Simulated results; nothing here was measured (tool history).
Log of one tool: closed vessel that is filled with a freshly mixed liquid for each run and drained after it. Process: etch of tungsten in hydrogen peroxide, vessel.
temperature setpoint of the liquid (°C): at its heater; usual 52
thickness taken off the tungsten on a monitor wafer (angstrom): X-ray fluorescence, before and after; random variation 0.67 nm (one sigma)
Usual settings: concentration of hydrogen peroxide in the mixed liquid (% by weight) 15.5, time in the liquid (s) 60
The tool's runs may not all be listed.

| run | hour | temperature setpoint of the liquid (°C) | concentration of hydrogen peroxide in the mixed liquid (% by weight) | time in the liquid (s) | read-back film thickness of the tungsten reference wafer, read on the same gauge (nm) | thickness taken off the tungsten on a monitor wafer (angstrom) |
|---|---|---|---|---|---|---|
| 1 | 0 | 52 | 15.5 | 60 | 29.95 | 899.3 |
| 2 | 66.2 | 52 | 15.5 | 60 | 29.99 | 910.1 |
| 3 | 124.5 | 59 | 15.5 | 60 | 29.98 | 1372.4 |
| 4 | 171.3 | 52 | 15.5 | 60 | 30 | 896.6 |
|  | 177.3 | thermometer replaced |
| 5 | 200.2 | 52 | 17.5 | 60 | 30.01 | 1018.6 |
|  | 226.6 | peroxide flow meter replaced |
| 6 | 253.7 | 52 | 15.5 | 35 | 30.02 | 551.2 |
|  | 303.2 | new drum of peroxide connected |
| 7 | 317.6 | 52 | 15.5 | 35 | 30.01 | 556.1 |
| 8 | 355.1 | 54.5 | 15.5 | 60 | 29.98 | 1088.8 |
| 9 | 405.3 | 52 | 15.5 | 60 | 30.02 | 948.9 |
| 10 | 453.4 | 52 | 15.5 | 60 | 29.98 | 938.2 |
| 11 | 479.4 | 46.5 | 12.5 | 75 | 29.99 | 749.4 |
| 12 | 536.7 | 59 | 18.5 | 70 | 30 | 1813.3 |
|  | 574.5 | gauge calibrated |
| 13 | 584.6 | 56 | 15.5 | 85 | 30.04 | 1694.9 |
| 14 | 610.9 | 52 | 15.5 | 60 | 29.98 | 939 |
| 15 | 662.4 | 45 | 13.5 | 30 | 30.01 | 281.1 |
|  | 780.3 | new drum of peroxide connected |
| 16 | 871.3 | 52 | 15.5 | 60 | 29.97 | 926.3 |
| 17 | 896.9 | 52 | 14 | 60 | 30.04 | 873.9 |
| 18 | 941.3 | 52 | 15.5 | 60 | 30.01 | 915.5 |
| 19 | 990.4 | 52 | 15.5 | 70 | 30.02 | 1055.6 |
| 20 | 1042.4 | 47.5 | 15.5 | 30 | 29.99 | 346.9 |
| 21 | 1107.6 | 48.5 | 15.5 | 35 | 29.99 | 429.5 |
| 22 | 1137 | 44 | 15.5 | 90 | 29.97 | 829.4 |
| 23 | 1204.3 | 45 | 13 | 45 | 29.98 | 409.7 |
|  | 1225.7 | new drum of peroxide connected |
| 24 | 1231.6 | 49 | 17.5 | 95 | 29.99 | 1280.1 |
| 25 | 1261.8 | 52 | 15.5 | 60 | 29.98 | 909.8 |
| 26 | 1318.2 | 52 | 13.5 | 40 | 29.99 | 567.9 |
| 27 | 1348.9 | 52 | 15.5 | 60 | 29.99 | 917.3 |
| 28 | 1383.3 | 61 | 20 | 35 | 30 | 1009 |
| 29 | 1424 | 57.5 | 15.5 | 60 | 29.97 | 1257.9 |

5 ways to go on from here, each from the tool as it stands after run 29. What would each give?
| A | 1424.7 | 52 | 15.5 | 75 | ? | ? |
| B | 1424.7 | 58.5 | 12 | 85 | ? | ? |
| C | 1424.7 | 52 | 15.5 | 50 | ? | ? |
| D | 1424.7 | 57 | 12 | 80 | ? | ? |
| E | 1424.7 | 47.5 | 13.5 | 75 | ? | ? |

| run | read-back film thickness of the tungsten reference wafer, read on the same gauge (nm) | thickness taken off the tungsten on a monitor wafer (angstrom) |
|---|---|---|
| A | 30.01 | 1120.5 |
| B | 30.01 | 1645.3 |
| C | 30.01 | 747 |
| D | 30.01 | 1418.1 |
| E | 30.01 | 792.6 |
Without the tool's hidden state the same runs would have given:
| run | thickness taken off the tungsten on a monitor wafer (angstrom) |
|---|---|
| A | 1187.5 |
| B | 1739.8 |
| C | 791.7 |
| D | 1500.4 |
| E | 841.4 |
